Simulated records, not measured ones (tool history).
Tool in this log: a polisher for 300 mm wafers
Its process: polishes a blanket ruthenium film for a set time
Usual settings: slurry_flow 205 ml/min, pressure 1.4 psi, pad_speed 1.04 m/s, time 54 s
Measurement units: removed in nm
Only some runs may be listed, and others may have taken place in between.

| run | hour | slurry_flow | pressure | pad_speed | time | wafers since the last listed run | wafers polished on this pad | hours since the slurry nozzle was cleaned | hours since the head pressure was calibrated | incoming thickness of the incoming film, nm | removed |
|---|---|---|---|---|---|---|---|---|---|---|---|
| 1 | 0 | 205 | 1.4 | 1.04 | 54 | 0 | 177 | 303.9 | 108.9 | 611.9 | 45.6 |
| 2 | 80.2 | 255 | 1.4 | 1.26 | 54 | 975 | 1153 | 384.1 | 189.1 | 616.6 | 56.6 |
| 3 | 134.2 | 255 | 1.4 | 1.26 | 54 | 657 | 1810 | 438.1 | 243.1 | 615.5 | 56.5 |
|  | 138.4 | slurry nozzle cleaned |
| 4 | 199.3 | 255 | 1.4 | 1.26 | 54 | 779 | 2590 | 60.9 | 308.2 | 606.5 | 58.5 |
| 5 | 261.3 | 205 | 1.4 | 1.04 | 64 | 754 | 3344 | 122.9 | 370.2 | 612.8 | 56 |
| 6 | 327.5 | 205 | 1.4 | 1.04 | 64 | 805 | 4150 | 189.1 | 436.4 | 611.2 | 56.5 |
|  | 360.1 | head pressure recalibrated |
|  | 451.7 | worn pad replaced by a new one |
|  | 552.1 | slurry nozzle cleaned |
| 7 | 606.5 | 205 | 1.4 | 1.04 | 64 | 3309 | 1871 | 54.4 | 246.4 | 603.4 | 52.6 |
| 8 | 685.2 | 205 | 1.4 | 1.04 | 54 | 957 | 2828 | 133.1 | 325.1 | 610.2 | 42.5 |
| 9 | 777.3 | 205 | 1.4 | 1.04 | 54 | 1120 | 3949 | 225.2 | 417.2 | 616.9 | 41 |
| 10 | 864.7 | 205 | 1.4 | 1.04 | 54 | 1063 | 5012 | 312.6 | 504.6 | 609.9 | 41 |
|  | 895.3 | head pressure recalibrated |
|  | 901.2 | worn pad replaced by a new one |
| 11 | 912.5 | 205 | 1.4 | 1.04 | 54 | 508 | 137 | 360.4 | 17.2 | 609.9 | 40.7 |
|  | 921.5 | slurry nozzle cleaned, repeated, since the last time left the tool worse |
| 12 | 1018 | 205 | 1.4 | 1.04 | 54 | 1271 | 1408 | 96.5 | 122.7 | 614.6 | 47.3 |
| 13 | 1116.2 | 205 | 1.4 | 1.04 | 54 | 1194 | 2603 | 194.7 | 220.9 | 609.7 | 45.3 |
| 14 | 1193.7 | 205 | 1.4 | 1.04 | 54 | 942 | 3546 | 272.2 | 298.4 | 604.4 | 45.5 |
| 15 | 1267.9 | 245 | 1.4 | 0.88 | 54 | 902 | 4449 | 346.4 | 372.6 | 623.9 | 40.4 |
|  | 1302.2 | worn pad replaced by a new one |
| 16 | 1310.4 | 250 | 1.8 | 1.18 | 43 | 468 | 99 | 388.9 | 415.1 | 604.3 | 54.1 |
|  | 1327.6 | slurry nozzle cleaned |
| 17 | 1355.4 | 205 | 1.4 | 1.04 | 54 | 535 | 634 | 27.8 | 460.1 | 610.1 | 46.6 |
|  | 1391.8 | head pressure recalibrated |
| 18 | 1411.5 | 205 | 1.6 | 1.14 | 40 | 658 | 1292 | 83.9 | 19.7 | 607.9 | 42.5 |
| 19 | 1476.3 | 205 | 1.4 | 1.04 | 64 | 788 | 2081 | 148.7 | 84.5 | 599 | 56 |
| 20 | 1575.2 | 245 | 1.6 | 1.04 | 54 | 1203 | 3284 | 247.6 | 183.4 | 620.7 | 53.9 |
| 21 | 1658 | 205 | 1.4 | 1.04 | 54 | 1007 | 4291 | 330.4 | 266.2 | 614.1 | 46.3 |
|  | 1724.2 | worn pad replaced by a new one |
|  | 1802.1 | slurry nozzle cleaned |
| 22 | 1929.1 | 255 | 1.2 | 1.04 | 54 | 3237 | 2481 | 127 | 537.3 | 602.4 | 42.9 |
| 23 | 1991.4 | 205 | 1.7 | 1.04 | 54 | 758 | 3239 | 189.3 | 599.6 | 607.2 | 55.2 |
|  | 2020.9 | head pressure recalibrated |
| 24 | 2093.4 | 255 | 1.6 | 1.04 | 54 | 1216 | 4456 | 291.3 | 72.5 | 610.4 | 53.6 |

How the hidden state differs across the entries between the runs, from the last listed run before each to the first after it:
Logged between run 3 and run 4: slurry nozzle cleaned (hour 138.4)
  slurry flow missing at the pad, %: 20.7 -> 8.28
  measured result minus the result with no hidden state, removed: -1.7 -> -0.6 nm
Logged between run 6 and run 7: head pressure recalibrated (hour 360.1); worn pad replaced by a new one (hour 451.7); slurry nozzle cleaned (hour 552.1)
  slurry flow missing at the pad, %: 15.5 -> 40.7
  measured result minus the result with no hidden state, removed: -1.5 -> -5.7 nm
Logged between run 10 and run 11: head pressure recalibrated (hour 895.3); worn pad replaced by a new one (hour 901.2)
  slurry flow missing at the pad, %: 51.4 -> 52
  measured result minus the result with no hidden state, removed: -7.3 -> -7.4 nm
Logged between run 11 and run 12: slurry nozzle cleaned, repeated, since the last time left the tool worse (hour 921.5)
  slurry flow missing at the pad, %: 52 -> 11
  measured result minus the result with no hidden state, removed: -7.4 -> -0.8 nm
Logged between run 15 and run 16: worn pad replaced by a new one (hour 1302.2)
  slurry flow missing at the pad, %: 18.8 -> 19.2
  measured result minus the result with no hidden state, removed: -1.1 -> -1.6 nm
Logged between run 16 and run 17: slurry nozzle cleaned (hour 1327.6)
  slurry flow missing at the pad, %: 19.2 -> 4.29
  measured result minus the result with no hidden state, removed: -1.6 -> -0.3 nm
Logged between run 17 and run 18: head pressure recalibrated (hour 1391.8)
  slurry flow missing at the pad, %: 4.29 -> 9.37
  measured result minus the result with no hidden state, removed: -0.3 -> -0.6 nm
Logged between run 21 and run 22: worn pad replaced by a new one (hour 1724.2); slurry nozzle cleaned (hour 1802.1)
  slurry flow missing at the pad, %: 17.9 -> 12.4
  measured result minus the result with no hidden state, removed: -1.5 -> -0.7 nm
Logged between run 23 and run 24: head pressure recalibrated (hour 2020.9)
  slurry flow missing at the pad, %: 15.1 -> 17.6
  measured result minus the result with no hidden state, removed: -1.4 -> -1.3 nm
